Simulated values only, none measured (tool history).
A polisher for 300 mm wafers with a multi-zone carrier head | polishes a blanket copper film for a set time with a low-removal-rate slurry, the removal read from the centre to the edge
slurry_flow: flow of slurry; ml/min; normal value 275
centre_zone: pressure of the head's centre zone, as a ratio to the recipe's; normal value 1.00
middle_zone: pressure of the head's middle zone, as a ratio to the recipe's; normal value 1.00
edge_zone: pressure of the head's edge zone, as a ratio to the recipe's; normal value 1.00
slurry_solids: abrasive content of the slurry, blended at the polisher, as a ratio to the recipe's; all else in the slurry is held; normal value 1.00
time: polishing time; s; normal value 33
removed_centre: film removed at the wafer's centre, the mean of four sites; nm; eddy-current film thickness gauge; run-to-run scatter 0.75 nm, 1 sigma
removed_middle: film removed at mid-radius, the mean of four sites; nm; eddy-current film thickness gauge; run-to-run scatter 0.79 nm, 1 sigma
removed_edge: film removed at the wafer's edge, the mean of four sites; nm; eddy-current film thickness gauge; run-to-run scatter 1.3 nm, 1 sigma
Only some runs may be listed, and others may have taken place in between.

run,hour,slurry_flow,centre_zone,middle_zone,edge_zone,slurry_solids,time,wafers since the last listed run,wafers polished on this pad,hours since the slurry nozzle was cleaned,hours since the centre zone pressure was calibrated,hours since the edge zone pressure was calibrated,hours since the carrier head's membrane was replaced,"incoming thickness of the incoming film, nm",removed_centre,removed_middle,removed_edge
1,0.0,275,1.00,1.00,1.00,1.00,33,0,2639,770.5,680.4,497.1,495.5,785.3,110.1,106.4,108.0
2,38.6,275,1.06,1.00,1.00,1.00,33,581,3220,809.1,719.0,535.7,534.1,782.0,117.5,107.7,109.3
# hour 65.1: carrier head's membrane replaced by a new one
# hour 80.4: centre zone pressure recalibrated
3,80.9,275,1.00,1.00,1.00,1.30,26,531,3752,851.4,0.5,578.0,15.8,773.5,92.0,90.4,91.7
# hour 101.3: slurry nozzle cleaned
4,110.5,275,1.00,1.10,1.00,1.00,33,430,4183,9.2,30.1,607.6,45.4,786.7,109.5,114.5,107.7
5,159.6,275,1.00,1.00,0.97,0.90,33,739,4923,58.3,79.2,656.7,94.5,776.8,105.5,104.6,104.5
6,193.8,275,1.00,1.00,1.04,1.00,33,515,5438,92.5,113.4,690.9,128.7,775.8,110.5,106.8,109.5
7,239.4,315,1.00,1.00,1.00,1.20,33,687,6125,138.1,159.0,736.5,174.3,764.3,116.2,114.7,112.5
# hour 268.8: worn pad replaced by a new one
8,285.3,275,1.00,1.00,1.00,0.75,33,631,248,184.0,204.9,782.4,220.2,780.2,100.5,98.7,98.6
# hour 291.7: edge zone pressure recalibrated
9,333.9,320,1.00,1.00,1.00,1.00,33,702,950,232.6,253.5,42.2,268.8,783.9,110.9,108.9,109.2
10,389.1,195,0.89,1.00,1.00,1.00,39,831,1781,287.8,308.7,97.4,324.0,769.7,109.3,119.8,123.4
11,458.6,355,1.00,1.00,1.00,1.00,33,1047,2829,357.3,378.2,166.9,393.5,786.4,111.4,109.4,111.2
12,488.7,275,1.00,1.00,1.00,1.00,33,453,3282,387.4,408.3,197.0,423.6,789.4,109.0,106.7,108.0
13,518.9,275,1.00,0.93,1.00,0.90,33,455,3737,417.6,438.5,227.2,453.8,773.3,106.9,99.3,104.4
14,555.1,275,1.00,1.00,1.00,1.00,33,545,4283,453.8,474.7,263.4,490.0,780.0,108.5,106.7,109.5
15,606.3,275,1.09,1.00,1.11,1.00,33,771,5054,505.0,525.9,314.6,541.2,780.9,118.2,107.3,116.0
# hour 636.8: worn pad replaced by a new one
16,658.3,275,1.00,0.94,1.00,0.75,33,723,324,557.0,577.9,366.6,593.2,771.5,101.0,94.1,100.9
# hour 715.5: carrier head's membrane replaced by a new one
17,719.7,275,1.00,1.09,1.00,1.00,38,849,1174,618.4,639.3,428.0,4.2,771.7,126.6,130.9,124.5
18,764.9,275,1.04,1.00,1.00,1.00,33,681,1855,663.6,684.5,473.2,49.4,774.5,112.4,106.5,106.2
19,834.2,275,1.00,1.00,1.00,1.00,33,1044,2899,732.9,753.8,542.5,118.7,784.2,107.8,106.5,108.0
20,858.4,205,1.00,1.00,1.00,1.00,33,364,3264,757.1,778.0,566.7,142.9,770.4,104.0,102.2,102.8
# hour 912.8: centre zone pressure recalibrated
21,913.3,275,1.00,1.00,1.00,1.25,33,797,4061,812.0,0.5,621.6,197.8,775.2,116.0,113.6,115.0
22,952.9,275,1.00,1.00,1.00,1.00,25,596,4658,851.6,40.1,661.2,237.4,772.0,82.2,81.1,79.9

Alternative continuations, all from the tool just after run 22; predict every row:
A,953.3,275,1.00,1.00,1.10,1.00,33,6,4664,852.0,40.5,661.6,237.8,795.5,?,?,?
B,953.3,275,1.00,1.00,1.00,1.00,44,6,4664,852.0,40.5,661.6,237.8,795.5,?,?,?
C,953.3,275,1.00,1.00,1.10,1.15,41,6,4664,852.0,40.5,661.6,237.8,795.5,?,?,?

run,removed_centre,removed_middle,removed_edge
A,109.3,107.2,110.5
B,145.7,142.9,140.6
C,141.1,138.4,142.8
Take away the tool's hidden state, keep each run's random variation, and the runs would have read:
run,removed_centre,removed_middle,removed_edge
A,109.3,107.2,110.5
B,145.7,142.9,140.6
C,141.1,138.4,142.8
